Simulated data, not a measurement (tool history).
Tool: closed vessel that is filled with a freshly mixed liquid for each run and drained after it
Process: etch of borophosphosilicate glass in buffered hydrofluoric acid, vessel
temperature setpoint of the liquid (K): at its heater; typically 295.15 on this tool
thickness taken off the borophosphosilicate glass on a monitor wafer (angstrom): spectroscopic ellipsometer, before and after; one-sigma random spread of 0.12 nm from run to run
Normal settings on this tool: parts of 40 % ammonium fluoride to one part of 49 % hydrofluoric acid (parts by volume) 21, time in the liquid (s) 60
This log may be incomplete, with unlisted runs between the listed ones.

run   hour  temperature setpoint of the liquid (K)  parts of 40 % ammonium fluoride to one part of 49 % hydrofluoric acid (parts by volume)  time in the liquid (s)  wafers since the last listed run  hours since the thermometer was replaced  hours since the hydrofluoric acid flow meter was replaced  hours since the gauge calibration  read-back film thickness of the borophosphosilicate glass reference wafer, read on the same gauge (nm)  thickness taken off the borophosphosilicate glass on a monitor wafer (angstrom)
  1      0                                  295.15                                                                                       21                      60                                 0                                    1249.3                                                      879.9                               35.1                                                                                                  119.99                                                                              401
  2   14.3                                  295.15                                                                                       21                      60                              1250                                    1263.6                                                      894.2                               49.4                                                                                                  120.01                                                                            402.5
  3   31.7                                  295.15                                                                                       21                      60                              1521                                      1281                                                      911.6                               66.8                                                                                                  119.95                                                                            405.4
  4   45.1                                  295.15                                                                                       21                      60                              1171                                    1294.4                                                        925                               80.2                                                                                                  119.99                                                                            403.1
  5     56                                  295.15                                                                                       21                      60                               953                                    1305.3                                                      935.9                               91.1                                                                                                  119.96                                                                            402.6
  6   70.2                                  295.15                                                                                       21                      60                              1241                                    1319.5                                                      950.1                              105.3                                                                                                  120.02                                                                            402.9
  7   87.4                                  295.15                                                                                       21                      60                              1503                                    1336.7                                                      967.3                              122.5                                                                                                     120                                                                            404.9
      95.4  -- hydrofluoric acid flow meter replaced
  8   97.2                                  295.15                                                                                       21                      35                               769                                    1346.5                                                        1.8                              132.3                                                                                                  119.99                                                                            252.5
  9  115.1                                  292.15                                                                                     27.5                      40                              1565                                    1364.4                                                       19.7                              150.2                                                                                                  120.01                                                                            197.2
     122.8  -- thermometer replaced
     123.6  -- hydrofluoric acid flow meter replaced, repeated, since the last time left the tool worse
     126.8  -- gauge calibrated
 10  128.1                                  292.65                                                                                       18                      90                               980                                       5.3                                                        4.5                                1.3                                                                                                  120.03                                                                            568.3
 11  143.3                                  292.65                                                                                       21                      60                              1328                                      20.5                                                       19.7                               16.5                                                                                                  119.98                                                                            332.6
 12  154.4                                  295.15                                                                                       14                      60                               970                                      31.6                                                       30.8                               27.6                                                                                                  120.02                                                                            558.9
 13  169.9                                  297.65                                                                                       26                      85                              1355                                      47.1                                                       46.3                               43.1                                                                                                  119.98                                                                            534.6
 14  184.6                                  290.65                                                                                     17.5                      40                              1285                                      61.8                                                         61                               57.8                                                                                                  119.99                                                                            235.7
 15  199.7                                  300.15                                                                                     24.5                      30                              1320                                      76.9                                                       76.1                               72.9                                                                                                  120.02                                                                            225.4
 16  217.3                                  292.65                                                                                       21                      60                              1538                                      94.5                                                       93.7                               90.5                                                                                                  120.03                                                                            331.6

Each row is a separate what-if for the run after 16, all from the same tool condition, not one after another. Results?
  A   218                                  295.15                                                                                       21                      60                                61                                      95.2                                                       94.4                               91.2                                                                                                       ?                                                                                ?
  B   218                                  295.15                                                                                     24.5                      60                                61                                      95.2                                                       94.4                               91.2                                                                                                       ?                                                                                ?
  C   218                                  295.15                                                                                       21                      90                                61                                      95.2                                                       94.4                               91.2                                                                                                       ?                                                                                ?
  D   218                                  295.15                                                                                       26                      50                                61                                      95.2                                                       94.4                               91.2                                                                                                       ?                                                                                ?

run  read-back film thickness of the borophosphosilicate glass reference wafer, read on the same gauge (nm)  thickness taken off the borophosphosilicate glass on a monitor wafer (angstrom)
  A                                                                                                  119.97                                                                            381.4
  B                                                                                                  119.97                                                                            342.8
  C                                                                                                  119.97                                                                              572
  D                                                                                                  119.97                                                                            274.1
With the hidden condition removed and each run's random variation left untouched, the same runs would have given:
run  thickness taken off the borophosphosilicate glass on a monitor wafer (angstrom)
  A                                                                            379.2
  B                                                                            340.8
  C                                                                            568.8
  D                                                                            272.6

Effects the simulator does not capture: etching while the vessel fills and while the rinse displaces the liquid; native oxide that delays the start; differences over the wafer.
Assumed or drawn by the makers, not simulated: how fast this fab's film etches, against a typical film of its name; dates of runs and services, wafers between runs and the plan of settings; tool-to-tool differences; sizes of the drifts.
